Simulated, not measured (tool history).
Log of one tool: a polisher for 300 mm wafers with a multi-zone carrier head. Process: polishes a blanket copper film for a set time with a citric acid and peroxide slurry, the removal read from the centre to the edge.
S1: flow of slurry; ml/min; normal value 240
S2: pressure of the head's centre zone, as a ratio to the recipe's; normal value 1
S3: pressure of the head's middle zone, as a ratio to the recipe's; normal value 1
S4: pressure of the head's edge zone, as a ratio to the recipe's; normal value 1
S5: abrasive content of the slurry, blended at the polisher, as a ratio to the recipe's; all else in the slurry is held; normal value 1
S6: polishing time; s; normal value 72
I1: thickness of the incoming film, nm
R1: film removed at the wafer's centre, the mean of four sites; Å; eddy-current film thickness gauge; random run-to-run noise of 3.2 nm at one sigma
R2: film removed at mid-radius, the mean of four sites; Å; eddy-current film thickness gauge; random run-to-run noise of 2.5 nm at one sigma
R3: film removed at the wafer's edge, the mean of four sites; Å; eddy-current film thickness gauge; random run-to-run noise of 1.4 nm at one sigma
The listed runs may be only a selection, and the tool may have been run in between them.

run     day   S1    S2    S3    S4    S5  S6     I1    R1    R2    R3
  1       0  240     1     1     1     1  72  647.8  2092  2197  2180
      1.629  -- edge zone pressure recalibrated
  2     2.4  240     1     1     1     1  72  641.8  2151  2164  2174
        3.1  -- slurry nozzle cleaned
  3   5.288  240     1     1     1     1  72  639.1  2264  2211  2222
        7.6  -- worn pad replaced by a new one
  4   7.708  240     1     1     1     1  72  636.2  2272  2229  2241
  5   8.775  240     1  1.04  1.04     1  72    638  2317  2281  2268
  6  10.612  240     1  1.04  1.04     1  72  631.9  2293  2316  2276
  7  12.804  240     1     1     1     1  72  640.6  2392  2246  2265
  8  14.971  240     1     1     1     1  72    636  2323  2266  2217
  9  17.238  240     1     1     1     1  72  638.9  2379  2278  2218
     18.396  -- worn pad replaced by a new one
 10  18.417  240     1     1     1     1  72  651.1  2309  2241  2205
     21.604  -- centre zone pressure recalibrated
      23.05  -- carrier head's membrane replaced by a new one
 11  23.771  200     1     1  1.11     1  72  642.4  2137  2146  2298
     25.075  -- edge zone pressure recalibrated
 12  26.758  285  1.12  1.08     1     1  87  645.8  3066  2854  2694
     27.417  -- worn pad replaced by a new one
 13  28.688  240     1     1     1  1.15  72  640.6  2269  2209  2236
 14   30.35  240     1     1     1     1  72  637.7  2145  2200  2183
 15  33.146  205     1  1.05     1   1.3  93  651.2  2990  2902  2849
     34.971  -- slurry nozzle cleaned
     35.758  -- worn pad replaced by a new one
 16  35.983  200  0.96   1.1     1     1  93  631.8  2749  2999  2819
 17  37.729  240  0.89     1     1     1  72  648.6  2121  2237  2213
 18  39.262  285     1     1     1     1  72  639.7  2464  2292  2245
 19  41.171  240     1     1     1     1  72  635.6  2375  2234  2212
     44.438  -- centre zone pressure recalibrated
     45.517  -- edge zone pressure recalibrated
     46.404  -- worn pad replaced by a new one
 20  47.017  240     1     1     1     1  72  633.1  2232  2255  2202

Hidden state or all else? Some run-to-run changes of R1, split into what the settings, what came in and random variation would give without the hidden state, and what is left for the hidden state (with any gauge scatter that isn't in both results):
Hidden state at play: removal rate lost through wear of the pad, %; slurry flow missing at the pad, %; deviation of the centre zone's pressure from its setpoint, %; deviation of the edge zone's pressure from its setpoint, %.
Run 10 -> 11: S1 240 -> 200, S4 1 -> 1.11, centre zone pressure recalibrated, carrier head's membrane replaced by a new one. R1 -172 Å: hidden state -189, all else +17.
Run 11 -> 12: S1 200 -> 285, S2 1 -> 1.12, S3 1 -> 1.08, S4 1.11 -> 1, S6 72 -> 87, edge zone pressure recalibrated. R1 +929 Å: hidden state +45, all else +884.
Run 14 -> 15: S1 240 -> 205, S3 1 -> 1.05, S5 1 -> 1.3, S6 72 -> 93. R1 +845 Å: hidden state +7, all else +838.
Run 19 -> 20: centre zone pressure recalibrated, edge zone pressure recalibrated, worn pad replaced by a new one. R1 -143 Å: hidden state -168, all else +25.
